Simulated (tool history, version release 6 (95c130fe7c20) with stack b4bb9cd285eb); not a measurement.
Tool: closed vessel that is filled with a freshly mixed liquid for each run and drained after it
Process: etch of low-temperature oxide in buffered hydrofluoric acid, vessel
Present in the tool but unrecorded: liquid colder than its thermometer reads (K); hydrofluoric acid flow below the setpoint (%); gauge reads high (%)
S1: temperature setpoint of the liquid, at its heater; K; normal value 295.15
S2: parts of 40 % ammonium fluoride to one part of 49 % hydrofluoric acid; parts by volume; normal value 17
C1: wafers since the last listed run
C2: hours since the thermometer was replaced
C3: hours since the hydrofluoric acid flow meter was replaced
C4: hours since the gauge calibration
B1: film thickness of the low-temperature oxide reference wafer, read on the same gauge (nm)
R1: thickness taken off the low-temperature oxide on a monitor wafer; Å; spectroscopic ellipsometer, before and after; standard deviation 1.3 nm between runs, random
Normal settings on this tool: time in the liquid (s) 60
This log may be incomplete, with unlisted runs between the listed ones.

Run 1, hour 0.0: usual settings but time in the liquid (s) 45; C1 0; C2 1689.3; C3 707.1; C4 2019.6; B1 140.01. Result: R1 1197.6 Å.
Run 2, hour 40.6: usual settings; C1 5447; C2 1729.9; C3 747.7; C4 2060.2; B1 140.06. Result: R1 1599.5 Å.
Run 3, hour 343.4: usual settings; C1 40628; C2 2032.7; C3 1050.5; C4 2363.0; B1 140.04. Result: R1 1598.4 Å.
At hour 402.3: hydrofluoric acid flow meter replaced.
Run 4, hour 410.7: usual settings; C1 8895; C2 2100.0; C3 8.4; C4 2430.3; B1 139.95. Result: R1 1605.7 Å.
Run 5, hour 461.3: usual settings; C1 6789; C2 2150.6; C3 59.0; C4 2480.9; B1 139.98. Result: R1 1621.9 Å.
Run 6, hour 568.7: usual settings; C1 14410; C2 2258.0; C3 166.4; C4 2588.3; B1 140.02. Result: R1 1636.2 Å.
Run 7, hour 654.4: usual settings; C1 11498; C2 2343.7; C3 252.1; C4 2674.0; B1 139.99. Result: R1 1599.6 Å.
Run 8, hour 897.1: usual settings; C1 32564; C2 2586.4; C3 494.8; C4 2916.7; B1 140.04. Result: R1 1592.1 Å.
At hour 930.5: thermometer replaced.
Run 9, hour 970.1: usual settings but S1 297.15 K; C1 9660; C2 39.6; C3 567.8; C4 2989.7; B1 139.97. Result: R1 1797.6 Å.
Run 10, hour 1049.3: usual settings but S1 297.15 K; C1 10626; C2 118.8; C3 647.0; C4 3068.9; B1 140.02. Result: R1 1805.7 Å.
Run 11, hour 1130.3: usual settings but time in the liquid (s) 80; C1 10868; C2 199.8; C3 728.0; C4 3149.9; B1 140.03. Result: R1 2142.7 Å.
Run 12, hour 1196.2: usual settings but time in the liquid (s) 80; C1 8842; C2 265.7; C3 793.9; C4 3215.8; B1 140.03. Result: R1 2147.3 Å.
Run 13, hour 1264.2: usual settings but time in the liquid (s) 80; C1 9123; C2 333.7; C3 861.9; C4 3283.8; B1 140.02. Result: R1 2164.6 Å.
Run 14, hour 1323.3: usual settings; C1 7929; C2 392.8; C3 921.0; C4 3342.9; B1 140.03. Result: R1 1602.4 Å.
Run 15, hour 1419.4: usual settings but S1 299.15 K; C1 12894; C2 488.9; C3 1017.1; C4 3439.0; B1 140.03. Result: R1 2015.6 Å.
Run 16, hour 1470.3: usual settings but S1 299.65 K, S2 13 parts by volume, time in the liquid (s) 30; C1 6829; C2 539.8; C3 1068.0; C4 3489.9; B1 139.96. Result: R1 1343.0 Å.
Run 17, hour 1533.4: usual settings; C1 8466; C2 602.9; C3 1131.1; C4 3553.0; B1 140.02. Result: R1 1619.9 Å.
Run 18, hour 1575.6: usual settings; C1 5662; C2 645.1; C3 1173.3; C4 3595.2; B1 139.98. Result: R1 1599.1 Å.

Run 19 is up next; what results do you expect?
Run 19, hour 1659.8: usual settings but time in the liquid (s) 35; C1 11297; C2 729.3; C3 1257.5; C4 3679.4; B1 ?. Result: R1 ?.

Run 19 measured B1 140.02, R1 918.9 Å.
With the hidden condition absent and the run-to-run variation left alone, this run would have shown R1 918.9 Å.
